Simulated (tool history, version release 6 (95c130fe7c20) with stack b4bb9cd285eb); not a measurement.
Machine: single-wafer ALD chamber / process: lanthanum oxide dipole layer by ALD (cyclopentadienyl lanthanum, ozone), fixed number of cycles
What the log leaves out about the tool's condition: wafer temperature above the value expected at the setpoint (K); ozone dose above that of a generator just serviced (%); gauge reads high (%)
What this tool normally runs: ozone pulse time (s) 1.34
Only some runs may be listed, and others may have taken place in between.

run     day  ozone pulse time (s)  wafers since the last listed run  hours since the last thermocouple change  hours since the last ozone generator service  hours since the showerhead was replaced  hours since the gauge calibration  read-back reference wafer on the same gauge, thickness_nm  mean film thickness on the monitor wafer (angstrom)
  1   0.000                  1.34                                 0                                    2377.2                                        1026.4                                   2981.2                              358.8                                                      0.571                                                 5.12
  2   1.475                  1.34                               573                                    2412.6                                        1061.8                                   3016.6                              394.2                                                      0.571                                                 5.12
  3   4.004                  1.34                               982                                    2473.3                                        1122.5                                   3077.3                              454.9                                                      0.572                                                 5.11
  4   6.138                  1.34                               829                                    2524.5                                        1173.7                                   3128.5                              506.1                                                      0.572                                                 5.12
  5   7.329                  1.34                               463                                    2553.1                                        1202.3                                   3157.1                              534.7                                                      0.573                                                 5.15
  6   9.225                  1.34                               736                                    2598.6                                        1247.8                                   3202.6                              580.2                                                      0.573                                                 5.14
  7  11.571                  1.34                               911                                    2654.9                                        1304.1                                   3258.9                              636.5                                                      0.574                                                 5.14
  8  13.558                  0.92                               772                                    2702.6                                        1351.8                                   3306.6                              684.2                                                      0.574                                                 4.80
     14.183  -- thermocouple changed; heater temperature recalibrated
  9  15.779                  0.92                               733                                      38.3                                        1405.1                                   3359.9                              737.5                                                      0.574                                                 4.78
     19.546  -- gauge calibrated
 10  19.567                  1.34                              1472                                     129.2                                        1496.0                                   3450.8                                0.5                                                      0.569                                                 5.08
     20.504  -- ozone generator serviced
 11  26.417                  0.99                              2532                                     293.6                                         141.9                                   3615.2                              164.9                                                      0.570                                                 4.83
 12  28.471                  1.12                               798                                     342.9                                         191.2                                   3664.5                              214.2                                                      0.570                                                 4.94
     28.862  -- showerhead replaced
 13  30.588                  1.14                               693                                     393.7                                         242.0                                     41.4                              265.0                                                      0.571                                                 4.98
 14  31.742                  1.81                               448                                     421.4                                         269.7                                     69.1                              292.7                                                      0.571                                                 5.31
 15  32.975                  1.73                               479                                     451.0                                         299.3                                     98.7                              322.3                                                      0.571                                                 5.30
 16  34.150                  1.62                               456                                     479.2                                         327.5                                    126.9                              350.5                                                      0.571                                                 5.25
 17  36.417                  1.34                               880                                     533.6                                         381.9                                    181.3                              404.9                                                      0.572                                                 5.13
 18  37.604                  1.67                               461                                     562.1                                         410.4                                    209.8                              433.4                                                      0.572                                                 5.27
 19  40.088                  0.92                               965                                     621.7                                         470.0                                    269.4                              493.0                                                      0.572                                                 4.77
 20  42.850                  1.34                              1073                                     688.0                                         536.3                                    335.7                              559.3                                                      0.573                                                 5.15
 21  44.592                  1.34                               676                                     729.8                                         578.1                                    377.5                              601.1                                                      0.573                                                 5.15

Consider 5 possible next runs. They are alternatives, not a sequence: every one starts from the tool as it was left by run 21. What does each give?
  A  44.608                  1.03                                 6                                     730.2                                         578.5                                    377.9                              601.5                                                          ?                                                    ?
  B  44.608                  1.06                                 6                                     730.2                                         578.5                                    377.9                              601.5                                                          ?                                                    ?
  C  44.608                  1.52                                 6                                     730.2                                         578.5                                    377.9                              601.5                                                          ?                                                    ?
  D  44.608                  1.80                                 6                                     730.2                                         578.5                                    377.9                              601.5                                                          ?                                                    ?
  E  44.608                  1.19                                 6                                     730.2                                         578.5                                    377.9                              601.5                                                          ?                                                    ?

run  read-back reference wafer on the same gauge, thickness_nm  mean film thickness on the monitor wafer (angstrom)
  A                                                      0.573                                                 4.90
  B                                                      0.573                                                 4.93
  C                                                      0.573                                                 5.23
  D                                                      0.573                                                 5.33
  E                                                      0.573                                                 5.04
Had the tool no hidden state, the same runs would have come out as:
run  mean film thickness on the monitor wafer (angstrom)
  A                                                 4.86
  B                                                 4.89
  C                                                 5.19
  D                                                 5.29
  E                                                 5.00

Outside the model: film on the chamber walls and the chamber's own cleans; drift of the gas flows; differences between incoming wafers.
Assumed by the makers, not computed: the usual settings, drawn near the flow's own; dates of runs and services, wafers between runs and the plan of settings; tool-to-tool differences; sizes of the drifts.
